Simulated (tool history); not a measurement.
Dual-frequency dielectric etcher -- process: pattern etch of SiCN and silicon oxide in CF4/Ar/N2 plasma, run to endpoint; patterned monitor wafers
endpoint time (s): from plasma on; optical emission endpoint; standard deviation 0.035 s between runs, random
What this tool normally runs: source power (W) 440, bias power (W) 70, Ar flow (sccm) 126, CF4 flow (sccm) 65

| run | hour | source power (W) | bias power (W) | Ar flow (sccm) | CF4 flow (sccm) | incoming incoming film thickness, nm | endpoint time (s) |
|---|---|---|---|---|---|---|---|
| 1 | 0 | 440 | 70 | 110 | 65 | 9.61 | 10.9 |
| 2 | 15.5 | 440 | 70 | 110 | 65 | 9.54 | 10.9 |
| 3 | 46.1 | 440 | 70 | 110 | 65 | 9.62 | 10.9 |
| 4 | 66.1 | 440 | 70 | 126 | 65 | 9.58 | 11.3 |
|  | 140 | wet clean of the chamber |
| 5 | 140.5 | 440 | 70 | 126 | 60 | 9.6 | 11.7 |
| 6 | 151.9 | 440 | 70 | 126 | 60 | 9.48 | 11.6 |
| 7 | 227.9 | 440 | 70 | 126 | 65 | 9.59 | 11.5 |
| 8 | 259 | 440 | 70 | 126 | 65 | 9.6 | 11.5 |
| 9 | 282.9 | 440 | 82 | 126 | 65 | 9.55 | 10.4 |
|  | 292.1 | Ar flow controller replaced |
|  | 312.9 | CF4 flow controller replaced |
| 10 | 317.7 | 440 | 82 | 126 | 65 | 9.66 | 10.5 |
| 11 | 348.5 | 440 | 70 | 126 | 65 | 9.59 | 11.4 |
|  | 357.2 | bias power generator calibrated |
| 12 | 383.9 | 340 | 81 | 114 | 77 | 9.53 | 13.5 |
|  | 393.9 | source power generator calibrated |
|  | 429.6 | upper electrode replaced |
| 13 | 430.1 | 440 | 70 | 126 | 65 | 9.59 | 11.3 |
| 14 | 434.8 | 440 | 70 | 126 | 65 | 9.64 | 11.4 |
| 15 | 448.9 | 510 | 70 | 126 | 65 | 9.66 | 9.7 |
| 16 | 475.5 | 380 | 58 | 156 | 57 | 9.54 | 16.2 |
| 17 | 499.3 | 440 | 57 | 126 | 65 | 9.59 | 12.8 |
| 18 | 524.6 | 440 | 54 | 107 | 65 | 9.62 | 12.6 |
| 19 | 545.4 | 410 | 58 | 126 | 65 | 9.6 | 13.7 |
| 20 | 570.7 | 440 | 53 | 126 | 71 | 9.63 | 13.1 |
| 21 | 586.4 | 440 | 70 | 126 | 65 | 9.55 | 11.2 |
| 22 | 604.2 | 440 | 70 | 126 | 65 | 9.65 | 11.4 |
| 23 | 620.8 | 470 | 57 | 136 | 58 | 9.6 | 12.3 |

Here are 5 independent what-if runs from the current tool condition. What would each one return?
| A | 621.2 | 440 | 70 | 126 | 78 | 9.62 | ? |
| B | 621.2 | 490 | 60 | 126 | 65 | 9.62 | ? |
| C | 621.2 | 440 | 70 | 154 | 65 | 9.62 | ? |
| D | 621.2 | 440 | 70 | 102 | 80 | 9.62 | ? |
| E | 621.2 | 520 | 78 | 156 | 56 | 9.62 | ? |

| run | endpoint time (s) |
|---|---|
| A | 11 |
| B | 10.9 |
| C | 11.9 |
| D | 10.4 |
| E | 9.5 |
Without the tool's hidden state the same runs would have given:
| run | endpoint time (s) |
|---|---|
| A | 11.2 |
| B | 11.2 |
| C | 12.1 |
| D | 10.6 |
| E | 9.7 |
